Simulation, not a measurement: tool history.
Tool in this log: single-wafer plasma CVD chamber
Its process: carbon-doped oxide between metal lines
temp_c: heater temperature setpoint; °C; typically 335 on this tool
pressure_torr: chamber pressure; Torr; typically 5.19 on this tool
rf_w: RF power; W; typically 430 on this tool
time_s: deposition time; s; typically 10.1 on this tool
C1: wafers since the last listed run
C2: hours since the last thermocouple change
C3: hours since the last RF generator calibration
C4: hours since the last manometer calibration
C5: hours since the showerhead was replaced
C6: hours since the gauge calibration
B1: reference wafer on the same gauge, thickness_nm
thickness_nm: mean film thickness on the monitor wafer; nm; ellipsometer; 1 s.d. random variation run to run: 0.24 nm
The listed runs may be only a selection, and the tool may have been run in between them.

Run 1, hour 0: usual settings but temp_c 323 °C; C1 0; C2 1979.5; C3 1383.2; C4 967.1; C5 2280.5; C6 897.9; B1 45.432. Result: thickness_nm 45.779 nm.
Run 2, hour 19.7: usual settings but temp_c 339 °C; C1 449; C2 1999.2; C3 1402.9; C4 986.8; C5 2300.2; C6 917.6; B1 45.357. Result: thickness_nm 43.493 nm.
Run 3, hour 34.4: usual settings but temp_c 339 °C; C1 335; C2 2013.9; C3 1417.6; C4 1001.5; C5 2314.9; C6 932.3; B1 45.455. Result: thickness_nm 43.47 nm.
Run 4, hour 70: usual settings but temp_c 339 °C; C1 811; C2 2049.5; C3 1453.2; C4 1037.1; C5 2350.5; C6 967.9; B1 45.369. Result: thickness_nm 42.912 nm.
At hour 81.8: capacitance manometer re-zeroed and calibrated.
Run 5, hour 82.3: usual settings but rf_w 410 W; C1 98; C2 2061.8; C3 1465.5; C4 0.5; C5 2362.8; C6 980.2; B1 45.386. Result: thickness_nm 42.503 nm.
Run 6, hour 112.4: usual settings but rf_w 490 W; C1 686; C2 2091.9; C3 1495.6; C4 30.6; C5 2392.9; C6 1010.3; B1 45.358. Result: thickness_nm 48.56 nm.
Run 7, hour 133.3: usual settings; C1 476; C2 2112.8; C3 1516.5; C4 51.5; C5 2413.8; C6 1031.2; B1 45.323. Result: thickness_nm 43.834 nm.
Run 8, hour 211: usual settings but rf_w 365 W, time_s 11.1 s; C1 1772; C2 2190.5; C3 1594.2; C4 129.2; C5 2491.5; C6 1108.9; B1 45.45. Result: thickness_nm 42.358 nm.
Run 9, hour 229.7: usual settings but temp_c 325 °C; C1 426; C2 2209.2; C3 1612.9; C4 147.9; C5 2510.2; C6 1127.6; B1 45.462. Result: thickness_nm 45.388 nm.
Run 10, hour 244: usual settings but temp_c 327 °C, pressure_torr 6.29 Torr, rf_w 355 W, time_s 11.5 s; C1 326; C2 2223.5; C3 1627.2; C4 162.2; C5 2524.5; C6 1141.9; B1 45.424. Result: thickness_nm 45.671 nm.
Run 11, hour 257.6: usual settings; C1 310; C2 2237.1; C3 1640.8; C4 175.8; C5 2538.1; C6 1155.5; B1 45.346. Result: thickness_nm 43.55 nm.
Run 12, hour 276.7: usual settings but temp_c 347 °C, pressure_torr 5.55 Torr, rf_w 370 W, time_s 10.7 s; C1 435; C2 2256.2; C3 1659.9; C4 194.9; C5 2557.2; C6 1174.6; B1 45.401. Result: thickness_nm 40.402 nm.
Run 13, hour 297.8: usual settings but pressure_torr 5.6 Torr, time_s 12 s; C1 481; C2 2277.3; C3 1681; C4 216; C5 2578.3; C6 1195.7; B1 45.393. Result: thickness_nm 52.448 nm.
Run 14, hour 323.6: usual settings but rf_w 490 W; C1 588; C2 2303.1; C3 1706.8; C4 241.8; C5 2604.1; C6 1221.5; B1 45.392. Result: thickness_nm 47.986 nm.
At hour 352.5: gauge calibrated.
Run 15, hour 352.8: usual settings but rf_w 510 W, time_s 9.5 s; C1 665; C2 2332.3; C3 1736; C4 271; C5 2633.3; C6 0.3; B1 45.419. Result: thickness_nm 46.507 nm.
At hour 382.7: RF generator calibrated.
Run 16, hour 384.3: usual settings; C1 535; C2 2363.8; C3 1.6; C4 302.5; C5 2664.8; C6 31.8; B1 45.351. Result: thickness_nm 45.992 nm.
At hour 421.9: thermocouple changed; heater temperature recalibrated.
Run 17, hour 422.4: usual settings; C1 686; C2 0.5; C3 39.7; C4 340.6; C5 2702.9; C6 69.9; B1 45.468. Result: thickness_nm 46.11 nm.
Run 18, hour 448.5: usual settings; C1 595; C2 26.6; C3 65.8; C4 366.7; C5 2729; C6 96; B1 45.376. Result: thickness_nm 45.576 nm.
Run 19, hour 462.6: usual settings but rf_w 370 W, time_s 10.9 s; C1 321; C2 40.7; C3 79.9; C4 380.8; C5 2743.1; C6 110.1; B1 45.278. Result: thickness_nm 44.005 nm.
At hour 492.5: showerhead replaced.
Run 20, hour 493: usual settings but temp_c 331 °C, pressure_torr 6.2 Torr, rf_w 515 W, time_s 8.5 s; C1 510; C2 71.1; C3 110.3; C4 411.2; C5 0.5; C6 140.5; B1 45.383. Result: thickness_nm 44.928 nm.
Run 21, hour 591.9: usual settings but temp_c 346 °C, pressure_torr 5.76 Torr, rf_w 510 W, time_s 11.6 s; C1 2255; C2 170; C3 209.2; C4 510.1; C5 99.4; C6 239.4; B1 45.449. Result: thickness_nm 57.076 nm.
Run 22, hour 614.1: usual settings but rf_w 485 W, time_s 10.7 s; C1 506; C2 192.2; C3 231.4; C4 532.3; C5 121.6; C6 261.6; B1 45.386. Result: thickness_nm 51.886 nm.
Run 23, hour 634.7: usual settings but temp_c 320 °C, pressure_torr 4.27 Torr, rf_w 460 W, time_s 11.7 s; C1 469; C2 212.8; C3 252; C4 552.9; C5 142.2; C6 282.2; B1 45.39. Result: thickness_nm 55.581 nm.
Run 24, hour 658.3: usual settings but temp_c 344 °C, pressure_torr 6.02 Torr, rf_w 510 W, time_s 11.7 s; C1 538; C2 236.4; C3 275.6; C4 576.5; C5 165.8; C6 305.8; B1 45.435. Result: thickness_nm 58.621 nm.
Run 25, hour 679.8: usual settings but rf_w 405 W; C1 490; C2 257.9; C3 297.1; C4 598; C5 187.3; C6 327.3; B1 45.38. Result: thickness_nm 43.666 nm.
Run 26, hour 748.3: usual settings but temp_c 322 °C; C1 1562; C2 326.4; C3 365.6; C4 666.5; C5 255.8; C6 395.8; B1 45.357. Result: thickness_nm 46.975 nm.
Run 27, hour 769.8: usual settings but temp_c 324 °C, pressure_torr 4.43 Torr; C1 490; C2 347.9; C3 387.1; C4 688; C5 277.3; C6 417.3; B1 45.478. Result: thickness_nm 45.126 nm.
Run 28, hour 797.6: usual settings; C1 634; C2 375.7; C3 414.9; C4 715.8; C5 305.1; C6 445.1; B1 45.38. Result: thickness_nm 44.685 nm.
Run 29, hour 830.5: usual settings but temp_c 346 °C, pressure_torr 5.76 Torr, rf_w 510 W, time_s 11.6 s; C1 750; C2 408.6; C3 447.8; C4 748.7; C5 338; C6 478; B1 45.44. Result: thickness_nm 56.575 nm.

How would selected steps in thickness_nm from run to run divide? Give the signed amount a tool lacking its hidden state would still show from settings, what came in and random variation, and the signed amount left for the hidden state, including any gauge scatter that is not in both of the compared results.
What the log doesn't record here: wafer temperature above the value expected at the setpoint (K); delivered RF power above the setpoint (%); true pressure above the setpoint (%); gauge reads high (%).
Run 13 -> 14: pressure_torr 5.6 -> 5.19, rf_w 430 -> 490, time_s 12 -> 10.1. thickness_nm -4.462 nm: hidden state +0.599, all else -5.061.
Run 15 -> 16: rf_w 510 -> 430, time_s 9.5 -> 10.1, RF generator calibrated. thickness_nm -0.515 nm: hidden state +2.132, all else -2.647.
Run 20 -> 21: temp_c 331 -> 346, pressure_torr 6.2 -> 5.76, rf_w 515 -> 510, time_s 8.5 -> 11.6. thickness_nm +12.148 nm: hidden state -0.453, all else +12.601.
Run 24 -> 25: temp_c 344 -> 335, pressure_torr 6.02 -> 5.19, rf_w 510 -> 405, time_s 11.7 -> 10.1. thickness_nm -14.955 nm: hidden state +0.084, all else -15.039.

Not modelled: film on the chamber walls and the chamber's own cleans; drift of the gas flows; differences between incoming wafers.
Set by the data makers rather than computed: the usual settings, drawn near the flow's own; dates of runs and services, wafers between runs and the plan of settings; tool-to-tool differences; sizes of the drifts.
